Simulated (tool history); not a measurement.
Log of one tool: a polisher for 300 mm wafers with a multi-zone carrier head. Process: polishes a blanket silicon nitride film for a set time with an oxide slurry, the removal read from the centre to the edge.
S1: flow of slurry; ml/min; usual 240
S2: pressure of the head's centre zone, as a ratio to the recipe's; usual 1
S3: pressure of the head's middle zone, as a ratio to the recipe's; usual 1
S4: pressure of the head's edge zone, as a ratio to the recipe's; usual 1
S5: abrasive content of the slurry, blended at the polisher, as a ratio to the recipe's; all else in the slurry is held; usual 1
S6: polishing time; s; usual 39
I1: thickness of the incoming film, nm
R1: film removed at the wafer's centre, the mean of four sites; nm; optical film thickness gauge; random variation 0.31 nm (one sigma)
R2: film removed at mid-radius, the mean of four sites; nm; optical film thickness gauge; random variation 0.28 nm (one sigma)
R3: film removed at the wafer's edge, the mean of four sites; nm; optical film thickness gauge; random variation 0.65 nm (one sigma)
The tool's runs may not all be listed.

run   hour   S1    S2    S3    S4    S5  S6     I1    R1    R2    R3
  1      0  220     1     1  1.09     1  39  594.6  43.6  43.7  45.1
  2   18.5  240     1     1     1     1  39  592.3  43.8  43.1  43.1
      28.5  -- worn pad replaced by a new one
  3   38.8  240  0.91     1     1     1  39  602.7  42.4  45.1  44.4
  4   51.3  240  0.91     1     1     1  39  601.1  42.6  45.3  43.9
  5   74.3  240  0.91     1     1     1  39  594.6  42.4  44.9  44.3
  6  172.7  240     1     1     1     1  39    604  44.1  44.3  43.6
     190.3  -- carrier head's membrane replaced by a new one
  7  190.8  240     1     1     1     1  39    597  44.1  43.9  43.9
     195.3  -- worn pad replaced by a new one
  8  217.5  240     1     1  0.97     1  39  597.5  45.1  44.7  43.8
     234.6  -- centre zone pressure recalibrated
  9  252.9  240     1     1  0.97     1  39    599  45.3  44.5  42.8
 10  266.2  240     1     1     1   1.1  39  598.5  47.6  47.1  46.4
 11  293.5  185   1.1     1  0.94     1  27  593.4  31.5  29.7  28.7
 12  332.5  240     1     1     1     1  39  606.1  44.7  43.8  44.5
     357.3  -- edge zone pressure recalibrated
 13  367.1  240     1     1  0.97     1  39  599.6  44.2  43.7  43.4
     372.7  -- worn pad replaced by a new one
     382.8  -- slurry nozzle cleaned
 14  400.1  240     1  1.08  1.04     1  39  599.6  44.9  47.5  46.5
 15  414.9  240  0.94     1     1     1  39  595.3  42.9  44.5  43.7
 16  429.7  240     1  0.95  1.07     1  31  595.8  35.6  33.8  36.4
 17  459.4  200     1     1     1     1  35  607.8  38.5  38.9  39.3
 18  480.7  180     1   1.1     1  1.15  39  596.8  46.4  49.8  46.8

Forecast each of these 3 alternatives for the next run:
  A  481.1  240   1   1     1   1.3  39  595.4   ?   ?   ?
  B  481.1  240   1   1  1.07  1.15  28  595.4   ?   ?   ?
  C  481.1  160   1   1     1     1  39  595.4   ?   ?   ?

run    R1    R2    R3
  A  50.5  50.6  50.9
  B  34.1  34.2  35.2
  C  41.5  41.9  42.6
Without the tool's hidden state the same runs would have given:
run    R1    R2    R3
  A  51.9    52  52.2
  B    35  35.1  36.2
  C  42.6    43  43.8
